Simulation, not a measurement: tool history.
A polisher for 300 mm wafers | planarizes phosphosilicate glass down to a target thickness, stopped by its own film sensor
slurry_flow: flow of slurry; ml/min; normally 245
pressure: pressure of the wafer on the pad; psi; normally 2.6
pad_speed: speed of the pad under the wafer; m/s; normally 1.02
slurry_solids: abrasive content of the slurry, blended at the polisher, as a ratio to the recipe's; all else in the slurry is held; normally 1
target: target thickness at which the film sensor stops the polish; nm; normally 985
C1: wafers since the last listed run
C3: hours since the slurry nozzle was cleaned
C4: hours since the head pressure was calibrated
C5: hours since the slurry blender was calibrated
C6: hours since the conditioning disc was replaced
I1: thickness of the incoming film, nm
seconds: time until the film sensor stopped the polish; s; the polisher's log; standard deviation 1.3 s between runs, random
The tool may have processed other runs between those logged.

{"run": 1, "hour": 0.0, "slurry_flow": 245, "pressure": 2.6, "pad_speed": 1.02, "slurry_solids": 1, "target": 985, "C1": 0, "wafers polished on this pad": 658, "C3": 530.7, "C4": 965, "C5": 84.8, "C6": 165.7, "I1": 1886.8, "seconds": 108.4}
{"run": 2, "hour": 12.1, "slurry_flow": 245, "pressure": 2.6, "pad_speed": 1.02, "slurry_solids": 1, "target": 985, "C1": 111, "wafers polished on this pad": 769, "C3": 542.8, "C4": 977.1, "C5": 96.9, "C6": 177.8, "I1": 1899.9, "seconds": 110.8}
{"run": 3, "hour": 27.9, "slurry_flow": 245, "pressure": 2.6, "pad_speed": 1.02, "slurry_solids": 1, "target": 985, "C1": 145, "wafers polished on this pad": 914, "C3": 558.6, "C4": 992.9, "C5": 112.7, "C6": 193.6, "I1": 1922, "seconds": 114.5}
{"run": 4, "hour": 41.9, "slurry_flow": 245, "pressure": 2.6, "pad_speed": 1.02, "slurry_solids": 1, "target": 985, "C1": 128, "wafers polished on this pad": 1043, "C3": 572.6, "C4": 1006.9, "C5": 126.7, "C6": 207.6, "I1": 1946.3, "seconds": 118.8}
{"run": 5, "hour": 48.4, "slurry_flow": 245, "pressure": 2.6, "pad_speed": 1.02, "slurry_solids": 1, "target": 985, "C1": 59, "wafers polished on this pad": 1103, "C3": 579.1, "C4": 1013.4, "C5": 133.2, "C6": 214.1, "I1": 1920.9, "seconds": 115.4}
{"hour": 61.2, "done": "slurry blender recalibrated"}
{"run": 6, "hour": 75.0, "slurry_flow": 225, "pressure": 2.6, "pad_speed": 1.02, "slurry_solids": 1.15, "target": 985, "C1": 226, "wafers polished on this pad": 1329, "C3": 605.7, "C4": 1040, "C5": 13.8, "C6": 240.7, "I1": 1930.2, "seconds": 113.4}
{"hour": 83.2, "done": "worn pad replaced by a new one"}
{"run": 7, "hour": 84.1, "slurry_flow": 245, "pressure": 2, "pad_speed": 0.78, "slurry_solids": 1, "target": 985, "C1": 46, "wafers polished on this pad": 8, "C3": 614.8, "C4": 1049.1, "C5": 22.9, "C6": 249.8, "I1": 1929.4, "seconds": 165.5}
{"run": 8, "hour": 94.0, "slurry_flow": 245, "pressure": 2, "pad_speed": 0.78, "slurry_solids": 1, "target": 985, "C1": 91, "wafers polished on this pad": 99, "C3": 624.7, "C4": 1059, "C5": 32.8, "C6": 259.7, "I1": 1916.3, "seconds": 161.9}
{"run": 9, "hour": 102.9, "slurry_flow": 275, "pressure": 2.6, "pad_speed": 1.02, "slurry_solids": 1, "target": 985, "C1": 81, "wafers polished on this pad": 181, "C3": 633.6, "C4": 1067.9, "C5": 41.7, "C6": 268.6, "I1": 1875.8, "seconds": 111.5}
{"hour": 106.0, "done": "head pressure recalibrated"}
{"run": 10, "hour": 118.9, "slurry_flow": 320, "pressure": 3.3, "pad_speed": 1.02, "slurry_solids": 1, "target": 985, "C1": 128, "wafers polished on this pad": 309, "C3": 649.6, "C4": 12.9, "C5": 57.7, "C6": 284.6, "I1": 1885, "seconds": 92}
{"hour": 128.4, "done": "conditioning disc replaced and pad reconditioned"}
{"run": 11, "hour": 134.2, "slurry_flow": 295, "pressure": 2, "pad_speed": 1.02, "slurry_solids": 1.3, "target": 1091, "C1": 122, "wafers polished on this pad": 432, "C3": 664.9, "C4": 28.2, "C5": 73, "C6": 5.8, "I1": 1930.5, "seconds": 112.6}
{"hour": 145.9, "done": "slurry nozzle cleaned"}
{"run": 12, "hour": 150.2, "slurry_flow": 300, "pressure": 1.9, "pad_speed": 1.18, "slurry_solids": 1, "target": 985, "C1": 137, "wafers polished on this pad": 570, "C3": 4.3, "C4": 44.2, "C5": 89, "C6": 21.8, "I1": 1918.5, "seconds": 115.5}
{"run": 13, "hour": 166.9, "slurry_flow": 165, "pressure": 1.9, "pad_speed": 1.02, "slurry_solids": 1.25, "target": 1123, "C1": 153, "wafers polished on this pad": 723, "C3": 21, "C4": 60.9, "C5": 105.7, "C6": 38.5, "I1": 1900.2, "seconds": 108.7}
{"run": 14, "hour": 178.7, "slurry_flow": 245, "pressure": 2.6, "pad_speed": 1.32, "slurry_solids": 1, "target": 985, "C1": 108, "wafers polished on this pad": 832, "C3": 32.8, "C4": 72.7, "C5": 117.5, "C6": 50.3, "I1": 1919.6, "seconds": 91.3}
{"run": 15, "hour": 194.3, "slurry_flow": 245, "pressure": 2.6, "pad_speed": 1.02, "slurry_solids": 1, "target": 985, "C1": 143, "wafers polished on this pad": 975, "C3": 48.4, "C4": 88.3, "C5": 133.1, "C6": 65.9, "I1": 1945.2, "seconds": 111}
{"hour": 198.2, "done": "slurry blender recalibrated"}
{"run": 16, "hour": 203.2, "slurry_flow": 245, "pressure": 2.6, "pad_speed": 1.02, "slurry_solids": 1, "target": 985, "C1": 63, "wafers polished on this pad": 1038, "C3": 57.3, "C4": 97.2, "C5": 5, "C6": 74.8, "I1": 1888.6, "seconds": 104.9}
{"run": 17, "hour": 212.9, "slurry_flow": 245, "pressure": 1.8, "pad_speed": 1.02, "slurry_solids": 0.7, "target": 985, "C1": 89, "wafers polished on this pad": 1128, "C3": 67, "C4": 106.9, "C5": 14.7, "C6": 84.5, "I1": 1894.4, "seconds": 147.6}
{"hour": 221.5, "done": "worn pad replaced by a new one"}
{"run": 18, "hour": 226.6, "slurry_flow": 245, "pressure": 2.6, "pad_speed": 1.02, "slurry_solids": 1, "target": 985, "C1": 89, "wafers polished on this pad": 46, "C3": 80.7, "C4": 120.6, "C5": 28.4, "C6": 98.2, "I1": 1952.6, "seconds": 114}
{"run": 19, "hour": 237.6, "slurry_flow": 245, "pressure": 2.6, "pad_speed": 1.26, "slurry_solids": 1, "target": 985, "C1": 101, "wafers polished on this pad": 147, "C3": 91.7, "C4": 131.6, "C5": 39.4, "C6": 109.2, "I1": 1895.5, "seconds": 92.9}
{"run": 20, "hour": 253.3, "slurry_flow": 305, "pressure": 2.6, "pad_speed": 1.02, "slurry_solids": 0.95, "target": 985, "C1": 144, "wafers polished on this pad": 292, "C3": 107.4, "C4": 147.3, "C5": 55.1, "C6": 124.9, "I1": 1889.2, "seconds": 105.5}
{"run": 21, "hour": 265.5, "slurry_flow": 245, "pressure": 2.6, "pad_speed": 1.02, "slurry_solids": 1, "target": 985, "C1": 112, "wafers polished on this pad": 404, "C3": 119.6, "C4": 159.5, "C5": 67.3, "C6": 137.1, "I1": 1937.4, "seconds": 110.5}
{"run": 22, "hour": 280.1, "slurry_flow": 245, "pressure": 2.6, "pad_speed": 1.02, "slurry_solids": 1, "target": 985, "C1": 134, "wafers polished on this pad": 538, "C3": 134.2, "C4": 174.1, "C5": 81.9, "C6": 151.7, "I1": 1923, "seconds": 108.8}
{"run": 23, "hour": 288.0, "slurry_flow": 245, "pressure": 2.2, "pad_speed": 1.02, "slurry_solids": 1.25, "target": 985, "C1": 72, "wafers polished on this pad": 611, "C3": 142.1, "C4": 182, "C5": 89.8, "C6": 159.6, "I1": 1934.1, "seconds": 112.6}
{"run": 24, "hour": 297.5, "slurry_flow": 245, "pressure": 3.3, "pad_speed": 1.3, "slurry_solids": 0.75, "target": 985, "C1": 87, "wafers polished on this pad": 698, "C3": 151.6, "C4": 191.5, "C5": 99.3, "C6": 169.1, "I1": 1917.5, "seconds": 87.7}
{"run": 25, "hour": 309.5, "slurry_flow": 210, "pressure": 2.6, "pad_speed": 1.02, "slurry_solids": 0.8, "target": 985, "C1": 110, "wafers polished on this pad": 808, "C3": 163.6, "C4": 203.5, "C5": 111.3, "C6": 181.1, "I1": 1866.8, "seconds": 115.1}
{"hour": 326.2, "done": "slurry blender recalibrated"}
{"run": 26, "hour": 326.7, "slurry_flow": 245, "pressure": 2.6, "pad_speed": 1.02, "slurry_solids": 1, "target": 985, "C1": 139, "wafers polished on this pad": 948, "C3": 180.8, "C4": 220.7, "C5": 0.5, "C6": 198.3, "I1": 1913.2, "seconds": 107.9}

Branching from run 26: 3 alternative next runs. What would each branch give?
{"run": "A", "hour": 327.2, "slurry_flow": 245, "pressure": 2.6, "pad_speed": 1.02, "slurry_solids": 1, "target": 985, "C1": 4, "wafers polished on this pad": 952, "C3": 181.3, "C4": 221.2, "C5": 1, "C6": 198.8, "I1": 1938.7, "seconds": "?"}
{"run": "B", "hour": 327.2, "slurry_flow": 245, "pressure": 3.1, "pad_speed": 1.02, "slurry_solids": 1, "target": 985, "C1": 4, "wafers polished on this pad": 952, "C3": 181.3, "C4": 221.2, "C5": 1, "C6": 198.8, "I1": 1938.7, "seconds": "?"}
{"run": "C", "hour": 327.2, "slurry_flow": 300, "pressure": 2.1, "pad_speed": 1.22, "slurry_solids": 1, "target": 765, "C1": 4, "wafers polished on this pad": 952, "C3": 181.3, "C4": 221.2, "C5": 1, "C6": 198.8, "I1": 1938.7, "seconds": "?"}

run=A seconds=111.4
run=B seconds=99.1
run=C seconds=136.4
With the hidden condition removed and each run's random variation left untouched, the same runs would have given:
run=A seconds=110.9
run=B seconds=98.6
run=C seconds=135.9
